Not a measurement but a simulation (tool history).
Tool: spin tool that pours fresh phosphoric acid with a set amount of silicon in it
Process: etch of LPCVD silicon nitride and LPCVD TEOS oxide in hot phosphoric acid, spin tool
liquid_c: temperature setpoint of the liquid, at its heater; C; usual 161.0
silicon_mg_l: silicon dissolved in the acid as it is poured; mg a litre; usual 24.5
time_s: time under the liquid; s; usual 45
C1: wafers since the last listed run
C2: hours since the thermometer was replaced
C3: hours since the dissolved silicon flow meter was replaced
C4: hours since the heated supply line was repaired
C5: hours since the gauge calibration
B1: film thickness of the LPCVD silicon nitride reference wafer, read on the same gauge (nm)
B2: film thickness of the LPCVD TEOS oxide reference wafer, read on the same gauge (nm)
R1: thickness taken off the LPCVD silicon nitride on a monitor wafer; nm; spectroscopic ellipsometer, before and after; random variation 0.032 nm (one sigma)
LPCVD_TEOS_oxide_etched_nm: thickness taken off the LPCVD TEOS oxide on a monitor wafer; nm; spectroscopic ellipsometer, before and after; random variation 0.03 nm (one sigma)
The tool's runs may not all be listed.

Run 1, hour 0.0: usual settings; C1 0; C2 814.7; C3 1360.9; C4 2300.4; C5 276.4; B1 30.012; B2 149.977. Result: R1 4.075 nm, LPCVD_TEOS_oxide_etched_nm 0.121 nm.
Run 2, hour 20.7: usual settings; C1 352; C2 835.4; C3 1381.6; C4 2321.1; C5 297.1; B1 29.982; B2 149.994. Result: R1 4.042 nm, LPCVD_TEOS_oxide_etched_nm 0.145 nm.
Run 3, hour 54.8: usual settings; C1 581; C2 869.5; C3 1415.7; C4 2355.2; C5 331.2; B1 30.028; B2 150.030. Result: R1 4.050 nm, LPCVD_TEOS_oxide_etched_nm 0.212 nm.
At hour 58.7: gauge calibrated.
Run 4, hour 69.7: usual settings but silicon_mg_l 31.0 mg a litre; C1 253; C2 884.4; C3 1430.6; C4 2370.1; C5 11.0; B1 30.001; B2 149.989. Result: R1 3.977 nm, LPCVD_TEOS_oxide_etched_nm 0.070 nm.
Run 5, hour 104.7: usual settings but silicon_mg_l 31.0 mg a litre; C1 596; C2 919.4; C3 1465.6; C4 2405.1; C5 46.0; B1 29.996; B2 149.990. Result: R1 3.994 nm, LPCVD_TEOS_oxide_etched_nm 0.128 nm.
Run 6, hour 139.4: usual settings but silicon_mg_l 29.5 mg a litre, time_s 30 s; C1 591; C2 954.1; C3 1500.3; C4 2439.8; C5 80.7; B1 29.987; B2 150.019. Result: R1 2.655 nm, LPCVD_TEOS_oxide_etched_nm 0.066 nm.
At hour 153.1: dissolved silicon flow meter replaced.
Run 7, hour 155.3: usual settings but silicon_mg_l 29.5 mg a litre, time_s 30 s; C1 253; C2 970.0; C3 2.2; C4 2455.7; C5 96.6; B1 29.948; B2 149.965. Result: R1 2.678 nm, LPCVD_TEOS_oxide_etched_nm 0.045 nm.
At hour 182.7: heated supply line repaired.
Run 8, hour 185.2: usual settings but silicon_mg_l 29.5 mg a litre, time_s 30 s; C1 492; C2 999.9; C3 32.1; C4 2.5; C5 126.5; B1 30.018; B2 149.976. Result: R1 2.642 nm, LPCVD_TEOS_oxide_etched_nm 0.053 nm.
At hour 213.5: thermometer replaced.
Run 9, hour 218.8: usual settings but time_s 25 s; C1 555; C2 5.3; C3 65.7; C4 36.1; C5 160.1; B1 29.993; B2 149.998. Result: R1 2.391 nm, LPCVD_TEOS_oxide_etched_nm 0.097 nm.
Run 10, hour 239.8: usual settings but time_s 25 s; C1 357; C2 26.3; C3 86.7; C4 57.1; C5 181.1; B1 30.002; B2 150.020. Result: R1 2.348 nm, LPCVD_TEOS_oxide_etched_nm 0.059 nm.
Run 11, hour 254.9: usual settings but liquid_c 163.0 C, silicon_mg_l 18.5 mg a litre, time_s 70 s; C1 257; C2 41.4; C3 101.8; C4 72.2; C5 196.2; B1 30.020; B2 149.984. Result: R1 7.205 nm, LPCVD_TEOS_oxide_etched_nm 0.429 nm.
Run 12, hour 274.5: usual settings but silicon_mg_l 37.5 mg a litre; C1 334; C2 61.0; C3 121.4; C4 91.8; C5 215.8; B1 29.946; B2 150.026. Result: R1 4.286 nm, LPCVD_TEOS_oxide_etched_nm 0.092 nm.
Run 13, hour 300.1: usual settings but liquid_c 163.0 C, time_s 65 s; C1 436; C2 86.6; C3 147.0; C4 117.4; C5 241.4; B1 30.009; B2 149.974. Result: R1 6.563 nm, LPCVD_TEOS_oxide_etched_nm 0.254 nm.
Run 14, hour 331.8: usual settings; C1 540; C2 118.3; C3 178.7; C4 149.1; C5 273.1; B1 29.987; B2 150.004. Result: R1 4.265 nm, LPCVD_TEOS_oxide_etched_nm 0.146 nm.
Run 15, hour 357.8: usual settings but liquid_c 159.0 C, silicon_mg_l 15.5 mg a litre, time_s 60 s; C1 443; C2 144.3; C3 204.7; C4 175.1; C5 299.1; B1 30.015; B2 149.991. Result: R1 5.374 nm, LPCVD_TEOS_oxide_etched_nm 0.245 nm.
Run 16, hour 379.7: usual settings but liquid_c 158.5 C; C1 373; C2 166.2; C3 226.6; C4 197.0; C5 321.0; B1 29.981; B2 150.029. Result: R1 3.861 nm, LPCVD_TEOS_oxide_etched_nm 0.144 nm.
At hour 393.2: gauge calibrated.
Run 17, hour 398.8: usual settings but liquid_c 159.5 C, silicon_mg_l 32.0 mg a litre, time_s 35 s; C1 325; C2 185.3; C3 245.7; C4 216.1; C5 5.6; B1 29.995; B2 149.972. Result: R1 3.097 nm, LPCVD_TEOS_oxide_etched_nm 0.123 nm.
Run 18, hour 410.8: usual settings but liquid_c 159.0 C, time_s 30 s; C1 204; C2 197.3; C3 257.7; C4 228.1; C5 17.6; B1 30.020; B2 149.979. Result: R1 2.639 nm, LPCVD_TEOS_oxide_etched_nm 0.112 nm.
Run 19, hour 432.5: usual settings; C1 369; C2 219.0; C3 279.4; C4 249.8; C5 39.3; B1 30.026; B2 149.976. Result: R1 4.190 nm, LPCVD_TEOS_oxide_etched_nm 0.126 nm.
Run 20, hour 463.8: usual settings but liquid_c 160.0 C, silicon_mg_l 34.0 mg a litre, time_s 60 s; C1 533; C2 250.3; C3 310.7; C4 281.1; C5 70.6; B1 30.018; B2 149.993. Result: R1 5.398 nm, LPCVD_TEOS_oxide_etched_nm 0.114 nm.
Run 21, hour 493.1: usual settings; C1 499; C2 279.6; C3 340.0; C4 310.4; C5 99.9; B1 29.984; B2 149.982. Result: R1 4.173 nm, LPCVD_TEOS_oxide_etched_nm 0.163 nm.

4 ways to go on from here, each from the tool as it stands after run 21. What would each give?
Run A, hour 493.5: usual settings; C1 6; C2 280.0; C3 340.4; C4 310.8; C5 100.3; B1 ?; B2 ?. Result: R1 ?, LPCVD_TEOS_oxide_etched_nm ?.
Run B, hour 493.5: usual settings but liquid_c 163.0 C, silicon_mg_l 19.0 mg a litre, time_s 55 s; C1 6; C2 280.0; C3 340.4; C4 310.8; C5 100.3; B1 ?; B2 ?. Result: R1 ?, LPCVD_TEOS_oxide_etched_nm ?.
Run C, hour 493.5: usual settings but liquid_c 164.0 C; C1 6; C2 280.0; C3 340.4; C4 310.8; C5 100.3; B1 ?; B2 ?. Result: R1 ?, LPCVD_TEOS_oxide_etched_nm ?.
Run D, hour 493.5: usual settings but silicon_mg_l 34.0 mg a litre; C1 6; C2 280.0; C3 340.4; C4 310.8; C5 100.3; B1 ?; B2 ?. Result: R1 ?, LPCVD_TEOS_oxide_etched_nm ?.

run      B1       B2     R1  LPCVD_TEOS_oxide_etched_nm
  A  30.034  149.986  4.229                       0.133
  B  30.034  149.986  5.526                       0.223
  C  30.034  149.986  4.673                       0.166
  D  30.034  149.986  4.229                       0.092
Without the tool's hidden state the same runs would have given:
run     R1  LPCVD_TEOS_oxide_etched_nm
  A  4.339                       0.141
  B  5.669                       0.236
  C  4.794                       0.176
  D  4.339                       0.097
